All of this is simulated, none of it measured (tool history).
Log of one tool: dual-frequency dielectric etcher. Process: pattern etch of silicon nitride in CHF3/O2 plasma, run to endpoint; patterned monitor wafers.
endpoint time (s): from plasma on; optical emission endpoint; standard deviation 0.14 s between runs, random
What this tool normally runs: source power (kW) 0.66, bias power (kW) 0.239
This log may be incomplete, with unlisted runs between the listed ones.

run    hour  source power (kW)  bias power (kW)  incoming incoming film thickness, nm  endpoint time (s)
  1       0               0.66            0.191                                  62.6               36.1
       29.6  -- wet clean of the chamber
  2    79.2               0.66            0.196                                  62.8               36.1
  3   162.7               0.74             0.21                                  62.6               33.6
  4   211.8               0.74             0.21                                  63.4               33.7
  5   437.7               0.59            0.239                                  62.3               36.7
        466  -- wet clean of the chamber
  6   524.6               0.59            0.239                                  62.2               36.6
  7   608.8               0.59            0.239                                  62.3               36.4
  8   691.6               0.77            0.203                                  62.4                 33
  9   743.8               0.77            0.203                                  62.3                 33
 10   816.7               0.77            0.203                                  62.8               33.2
 11   897.3               0.58            0.225                                  62.7               37.8
 12   947.9               0.58            0.225                                    62               37.2
 13     985               0.58            0.225                                  62.4               37.6
     1032.8  -- wet clean of the chamber
 14    1093               0.66            0.201                                  62.8               36.1
     1127.3  -- bias power generator calibrated
 15  1150.5               0.66            0.201                                  62.6               36.1
 16    1215               0.66            0.201                                  62.4               35.8
 17  1256.8               0.66            0.239                                  62.5               34.9
 18    1337               0.77            0.239                                  62.1               31.9
 19  1400.8               0.54              0.2                                  62.3                 40
     1496.6  -- wet clean of the chamber
 20  1497.1               0.66            0.255                                  62.5               34.5
 21  1538.3               0.54              0.2                                  62.7               40.3
 22  1608.2               0.72            0.195                                  62.1               34.6
 23  1679.6               0.66            0.239                                    63               35.1
     1706.9  -- source power generator calibrated
 24  1719.7                0.8            0.291                                  61.5               29.2
 25  1793.9               0.56            0.239                                  62.4               37.1
     1858.7  -- upper electrode replaced
 26  1859.2               0.75            0.266                                  61.9                 31
     1926.3  -- wet clean of the chamber
 27  2066.3               0.51            0.239                                  61.9               38.8
 28    2105               0.53            0.291                                  62.7               36.9
 29  2182.3               0.55            0.239                                  62.5               37.6
 30  2279.4               0.74            0.289                                  62.6                 31
 31  2352.8                0.6            0.286                                  62.6               34.6
     2388.2  -- wet clean of the chamber
 32  2413.2               0.66            0.239                                  62.7               34.5
 33  2453.9               0.55            0.259                                  62.2               36.6
 34  2502.9               0.66            0.263                                  62.1               33.4

Predict each of these 3 candidate next runs independently; none follows another, all start after run 34:
  A  2503.3               0.66            0.239                                  62.1                  ?
  B  2503.3               0.61            0.192                                  62.1                  ?
  C  2503.3               0.74            0.239                                  62.1                  ?

run  endpoint time (s)
  A               33.9
  B               36.9
  C                 32
Without the tool's unlogged condition, the same runs would have read:
run  endpoint time (s)
  A               33.5
  B               36.5
  C               31.6
